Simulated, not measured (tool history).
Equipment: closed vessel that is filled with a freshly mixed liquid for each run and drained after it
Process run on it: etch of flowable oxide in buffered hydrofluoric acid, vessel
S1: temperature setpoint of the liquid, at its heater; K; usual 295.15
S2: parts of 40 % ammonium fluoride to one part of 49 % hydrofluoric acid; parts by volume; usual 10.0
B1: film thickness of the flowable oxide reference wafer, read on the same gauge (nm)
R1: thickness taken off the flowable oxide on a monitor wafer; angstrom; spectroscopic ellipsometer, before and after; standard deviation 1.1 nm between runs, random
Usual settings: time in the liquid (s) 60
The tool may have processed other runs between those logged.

run 1 hour=0.0 | S1=295.15 S2=10.0 time_in_the_liquid_(s)=60 | B1=120.00 | R1=2107.3
run 2 hour=28.8 | S1=295.15 S2=10.0 time_in_the_liquid_(s)=60 | B1=119.98 | R1=2077.1
run 3 hour=100.0 | S1=295.15 S2=10.0 time_in_the_liquid_(s)=60 | B1=120.02 | R1=2074.4
run 4 hour=139.8 | S1=295.15 S2=10.0 time_in_the_liquid_(s)=60 | B1=119.98 | R1=2058.6
run 5 hour=229.7 | S1=295.15 S2=10.0 time_in_the_liquid_(s)=60 | B1=120.00 | R1=2058.9
run 6 hour=286.2 | S1=295.15 S2=10.0 time_in_the_liquid_(s)=60 | B1=120.00 | R1=2036.8
-- hour=307.0 gauge calibrated
run 7 hour=346.6 | S1=295.15 S2=10.0 time_in_the_liquid_(s)=60 | B1=120.00 | R1=2043.7
run 8 hour=372.1 | S1=295.15 S2=10.0 time_in_the_liquid_(s)=35 | B1=120.02 | R1=1198.5
-- hour=384.3 hydrofluoric acid flow meter replaced
-- hour=407.5 thermometer replaced
run 9 hour=563.5 | S1=299.15 S2=13.5 time_in_the_liquid_(s)=35 | B1=120.01 | R1=1176.9
run 10 hour=592.9 | S1=295.15 S2=12.5 time_in_the_liquid_(s)=60 | B1=119.99 | R1=1763.3
run 11 hour=771.5 | S1=295.15 S2=10.0 time_in_the_liquid_(s)=60 | B1=120.00 | R1=2153.0
run 12 hour=831.3 | S1=293.15 S2=6.5 time_in_the_liquid_(s)=85 | B1=119.98 | R1=4064.5
run 13 hour=863.3 | S1=295.15 S2=10.0 time_in_the_liquid_(s)=60 | B1=119.99 | R1=2120.5

What does the tool deliver on the next run?
run 14 hour=922.0 | S1=298.15 S2=12.0 time_in_the_liquid_(s)=60 | B1=? | R1=?

{"run 14": {"B1": 120.02, "R1": 2101.4}}
With the hidden condition absent and the run-to-run variation left alone, this run would have shown R1 2180.4 angstrom.

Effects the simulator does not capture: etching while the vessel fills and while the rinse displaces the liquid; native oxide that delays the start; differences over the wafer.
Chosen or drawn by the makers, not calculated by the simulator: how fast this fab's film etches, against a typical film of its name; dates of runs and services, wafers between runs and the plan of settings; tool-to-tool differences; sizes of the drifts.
